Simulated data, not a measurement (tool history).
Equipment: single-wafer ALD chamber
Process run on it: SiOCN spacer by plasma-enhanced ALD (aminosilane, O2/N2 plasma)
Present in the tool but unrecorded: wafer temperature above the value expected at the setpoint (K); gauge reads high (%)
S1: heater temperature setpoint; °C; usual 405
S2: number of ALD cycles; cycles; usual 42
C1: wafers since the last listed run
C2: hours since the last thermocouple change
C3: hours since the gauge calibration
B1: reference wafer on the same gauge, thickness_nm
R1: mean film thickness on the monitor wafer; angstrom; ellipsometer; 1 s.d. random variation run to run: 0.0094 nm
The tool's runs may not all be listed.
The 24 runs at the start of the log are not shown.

-- hour=1794.4 thermocouple changed; heater temperature recalibrated
run 25 hour=1852.8 | S1=418 S2=36 | C1=243 C2=58.4 C3=685.3 | B1=2.510 | R1=19.76
run 26 hour=1920.5 | S1=405 S2=42 | C1=270 C2=126.1 C3=753.0 | B1=2.511 | R1=23.82
run 27 hour=1970.8 | S1=405 S2=39 | C1=201 C2=176.4 C3=803.3 | B1=2.509 | R1=22.10
run 28 hour=2019.4 | S1=405 S2=42 | C1=194 C2=225.0 C3=851.9 | B1=2.511 | R1=23.69
run 29 hour=2061.6 | S1=410 S2=37 | C1=168 C2=267.2 C3=894.1 | B1=2.510 | R1=20.66
run 30 hour=2110.0 | S1=409 S2=47 | C1=193 C2=315.6 C3=942.5 | B1=2.508 | R1=26.43
run 31 hour=2173.2 | S1=418 S2=50 | C1=252 C2=378.8 C3=1005.7 | B1=2.508 | R1=27.28
run 32 hour=2237.8 | S1=393 S2=49 | C1=258 C2=443.4 C3=1070.3 | B1=2.510 | R1=28.08
run 33 hour=2302.1 | S1=405 S2=42 | C1=257 C2=507.7 C3=1134.6 | B1=2.509 | R1=23.88
run 34 hour=2380.5 | S1=405 S2=42 | C1=313 C2=586.1 C3=1213.0 | B1=2.507 | R1=23.80
run 35 hour=2467.6 | S1=411 S2=44 | C1=348 C2=673.2 C3=1300.1 | B1=2.510 | R1=24.51
run 36 hour=2567.9 | S1=405 S2=47 | C1=401 C2=773.5 C3=1400.4 | B1=2.508 | R1=26.70
run 37 hour=2605.3 | S1=416 S2=37 | C1=149 C2=810.9 C3=1437.8 | B1=2.510 | R1=20.33

Branching from run 37: 3 alternative next runs. What would each branch give?
run A hour=2605.8 | S1=405 S2=42 | C1=1 C2=811.4 C3=1438.3 | B1=? | R1=?
run B hour=2605.8 | S1=413 S2=42 | C1=1 C2=811.4 C3=1438.3 | B1=? | R1=?
run C hour=2605.8 | S1=419 S2=38 | C1=1 C2=811.4 C3=1438.3 | B1=? | R1=?

run=A B1=2.513 R1=23.99
run=B B1=2.513 R1=23.47
run=C B1=2.513 R1=20.89
Had the tool no hidden state, the same runs would have come out as:
run=A R1=23.99
run=B R1=23.47
run=C R1=20.89
